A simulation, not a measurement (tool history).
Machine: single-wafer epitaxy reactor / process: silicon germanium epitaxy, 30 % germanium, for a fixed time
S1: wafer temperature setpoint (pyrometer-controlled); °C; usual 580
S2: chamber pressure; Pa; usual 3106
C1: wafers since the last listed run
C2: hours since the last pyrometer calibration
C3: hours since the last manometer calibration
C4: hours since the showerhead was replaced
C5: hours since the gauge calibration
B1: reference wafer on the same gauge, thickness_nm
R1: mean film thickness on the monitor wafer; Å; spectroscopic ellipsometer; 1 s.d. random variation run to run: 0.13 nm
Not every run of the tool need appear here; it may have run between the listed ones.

Run 1, hour 0: usual settings; C1 0; C2 1668.8; C3 590.5; C4 6607.4; C5 40; B1 38.2. Result: R1 343.36 Å.
Run 2, hour 7.8: usual settings; C1 173; C2 1676.6; C3 598.3; C4 6615.2; C5 47.8; B1 38.213. Result: R1 346.53 Å.
Run 3, hour 21.7: usual settings; C1 308; C2 1690.5; C3 612.2; C4 6629.1; C5 61.7; B1 38.221. Result: R1 346.72 Å.
Run 4, hour 32.2: usual settings; C1 233; C2 1701; C3 622.7; C4 6639.6; C5 72.2; B1 38.185. Result: R1 344.47 Å.
Run 5, hour 38.5: usual settings; C1 139; C2 1707.3; C3 629; C4 6645.9; C5 78.5; B1 38.198. Result: R1 343.3 Å.
Run 6, hour 52.1: usual settings; C1 301; C2 1720.9; C3 642.6; C4 6659.5; C5 92.1; B1 38.181. Result: R1 343.08 Å.
Run 7, hour 69.9: usual settings; C1 395; C2 1738.7; C3 660.4; C4 6677.3; C5 109.9; B1 38.197. Result: R1 342.89 Å.
Run 8, hour 83.3: usual settings; C1 297; C2 1752.1; C3 673.8; C4 6690.7; C5 123.3; B1 38.214. Result: R1 341.18 Å.
Run 9, hour 92.4: usual settings; C1 202; C2 1761.2; C3 682.9; C4 6699.8; C5 132.4; B1 38.194. Result: R1 341.61 Å.
Run 10, hour 105.9: usual settings; C1 299; C2 1774.7; C3 696.4; C4 6713.3; C5 145.9; B1 38.21. Result: R1 342.21 Å.
Run 11, hour 116: usual settings; C1 224; C2 1784.8; C3 706.5; C4 6723.4; C5 156; B1 38.207. Result: R1 342.04 Å.
At hour 129: gauge calibrated.
Run 12, hour 133.5: usual settings; C1 388; C2 1802.3; C3 724; C4 6740.9; C5 4.5; B1 38.201. Result: R1 340.44 Å.
At hour 144.2: showerhead replaced.
Run 13, hour 148.7: usual settings; C1 159; C2 1817.5; C3 739.2; C4 4.5; C5 19.7; B1 38.225. Result: R1 340.12 Å.
Run 14, hour 160.9: usual settings but S1 593 °C, S2 2853 Pa; C1 270; C2 1829.7; C3 751.4; C4 16.7; C5 31.9; B1 38.195. Result: R1 431.17 Å.
Run 15, hour 177: usual settings but S1 592 °C, S2 2640 Pa; C1 357; C2 1845.8; C3 767.5; C4 32.8; C5 48; B1 38.206. Result: R1 410 Å.

Expected results for the next run?
At hour 185.8: pyrometer calibrated.
Run 16, hour 193.7: usual settings but S2 3800 Pa; C1 193; C2 7.9; C3 784.2; C4 49.5; C5 64.7; B1 ?. Result: R1 ?.

{"run 16": {"B1": 38.193, "R1": 396.49}}
On a tool with no hidden condition, and with the same random variation, this run would have come out at R1 398.77 Å.
